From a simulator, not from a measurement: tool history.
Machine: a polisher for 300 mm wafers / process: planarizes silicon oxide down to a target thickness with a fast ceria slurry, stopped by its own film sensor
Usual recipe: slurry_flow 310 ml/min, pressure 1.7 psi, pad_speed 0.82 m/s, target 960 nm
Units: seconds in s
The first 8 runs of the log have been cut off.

run,day,slurry_flow,pressure,pad_speed,target,wafers since the last listed run,wafers polished on this pad,hours since the slurry nozzle was cleaned,hours since the head pressure was calibrated,"incoming thickness of the incoming film, nm",seconds
# day 19.854: worn pad replaced by a new one
9,20.75,310,1.7,0.82,1011,595,147,529,342.9,1495.2,60
# day 20.967: slurry nozzle cleaned
10,24.642,310,1.7,0.82,1011,630,777,88.2,436.3,1507.8,59
11,27.942,310,1.7,0.82,960,540,1318,167.4,515.5,1520.6,68.3
12,31.025,310,1.7,0.82,960,505,1823,241.4,589.5,1514.3,65.8
13,35.371,310,1.7,0.82,960,711,2535,345.7,693.8,1492.8,64.3
# day 39.271: worn pad replaced by a new one
14,39.292,310,1.7,0.82,960,614,3,439.8,787.9,1508.6,67.9
15,42.438,310,1.7,0.82,960,515,518,515.3,863.4,1529.8,72.5
16,45.05,310,1.7,0.82,1024,427,946,578,926.1,1484,57.3
# day 47.812: slurry nozzle cleaned
17,48.404,360,1.7,0.98,1140,542,1489,14.2,1006.6,1483.8,34.3
18,52.4,310,1.4,0.92,1149,654,2143,110.1,1102.5,1477.6,42.7
# day 54.925: head pressure recalibrated
# day 55.175: worn pad replaced by a new one
19,55.967,310,1.7,0.82,960,543,129,195.7,25,1506,67.8
20,60.083,310,2.2,0.82,960,674,804,294.5,123.8,1504.1,51.9
21,63.921,215,1.7,0.7,772,628,1432,386.6,215.9,1491.7,111.5
22,66.371,310,2.2,0.72,1077,401,1834,445.4,274.7,1529.9,51.3
23,69.554,310,1.7,0.62,831,521,2355,521.8,351.1,1501.2,113.9
# day 72.238: slurry nozzle cleaned
24,73.462,310,1.7,0.62,831,633,2988,29.4,444.9,1513.7,108.9
# day 73.842: worn pad replaced by a new one
25,76.488,310,1.7,0.82,1092,468,433,102,517.5,1504.9,50.6
26,79.783,310,1.9,0.62,960,539,973,181.1,596.6,1500.9,77.1
27,81.771,345,1.7,0.82,960,325,1299,228.8,644.3,1503.9,66.4
28,84.404,310,1.9,1.1,960,431,1730,292,707.5,1520.7,45.1
29,86.429,220,1.2,0.82,960,331,2062,340.6,756.1,1498.5,99
30,88.312,310,1.7,0.82,960,308,2370,385.8,801.3,1529.5,67.4
# day 90.192: worn pad replaced by a new one
31,90.212,380,1.4,1.06,905,283,3,431.4,846.9,1517.1,70.9

Predict each of these 5 candidate next runs independently; none follows another, all start after run 31:
A,90.233,310,1.7,0.82,960,3,6,431.9,847.4,1530.4,?
B,90.233,215,1.7,0.58,960,3,6,431.9,847.4,1530.4,?
C,90.233,395,1.5,0.82,897,3,6,431.9,847.4,1530.4,?
D,90.233,310,1.7,0.94,886,3,6,431.9,847.4,1530.4,?
E,90.233,250,2.1,0.6,852,3,6,431.9,847.4,1530.4,?

run,seconds
A,73.5
B,110.8
C,89.2
D,72.4
E,101.1
Had the tool no hidden state, the same runs would have come out as:
run,seconds
A,70.3
B,103.8
C,86.1
D,69.3
E,95.6
